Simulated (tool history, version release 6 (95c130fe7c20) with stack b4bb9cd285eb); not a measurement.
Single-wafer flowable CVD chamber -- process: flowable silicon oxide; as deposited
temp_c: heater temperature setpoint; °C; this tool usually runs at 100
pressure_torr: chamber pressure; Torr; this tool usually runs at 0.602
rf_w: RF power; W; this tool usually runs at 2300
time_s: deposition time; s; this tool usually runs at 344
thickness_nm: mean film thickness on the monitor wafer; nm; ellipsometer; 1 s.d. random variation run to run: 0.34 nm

run	hour	temp_c	pressure_torr	rf_w	time_s	read-back reference wafer on the same gauge, thickness_nm	thickness_nm
1	0.0	109	0.602	2300	344	152.999	121.329
2	19.4	100	0.602	2300	344	152.948	157.313
3	52.2	100	0.602	2300	344	153.169	157.110
4	79.0	100	0.602	2300	304	152.900	138.069
5	97.5	100	0.602	2300	304	153.150	138.480
6	121.7	105	0.602	2300	344	153.063	135.358
7	139.2	105	0.602	2300	344	152.979	135.747
8	166.4	105	0.602	2300	344	153.064	135.297
9	180.0	100	0.602	2300	344	153.002	157.235
10	206.5	100	0.602	2300	292	153.129	133.013
11	235.0	100	0.602	2300	292	153.117	132.432
# hour 259.5: showerhead replaced, of another model than before
12	260.0	100	0.602	2300	344	153.008	156.673
13	273.8	100	0.508	1945	306	153.088	125.366
# hour 286.1: thermocouple changed; heater temperature recalibrated
# hour 296.1: RF generator calibrated
14	300.8	104	0.729	2300	301	153.056	141.413
15	327.7	93	0.650	2070	344	153.019	206.736
16	343.8	100	0.602	2450	303	153.034	143.057
17	366.5	92	0.649	2300	386	152.916	238.734
18	401.5	108	0.649	2735	411	153.009	161.406
# hour 439.6: capacitance manometer re-zeroed and calibrated
# hour 448.8: gauge calibrated
19	463.6	100	0.602	2300	344	152.870	161.157
20	480.9	100	0.602	2300	344	152.902	161.432
21	587.1	100	0.602	2300	344	153.120	160.493
22	615.2	92	0.744	2300	344	152.955	230.883

5 options for the next run, each taken on its own from the tool as it stands now. Forecast them:
A	615.7	100	0.602	2300	344	?	?
B	615.7	100	0.602	2635	344	?	?
C	615.7	109	0.499	2540	344	?	?
D	615.7	91	0.746	2300	283	?	?
E	615.7	88	0.602	1990	344	?	?

run	read-back reference wafer on the same gauge, thickness_nm	thickness_nm
A	152.921	160.841
B	152.921	162.062
C	152.921	111.654
D	152.921	196.004
E	152.921	226.341
Had the tool no hidden state, the same runs would have come out as:
run	thickness_nm
A	162.331
B	163.564
C	112.646
D	197.792
E	228.129
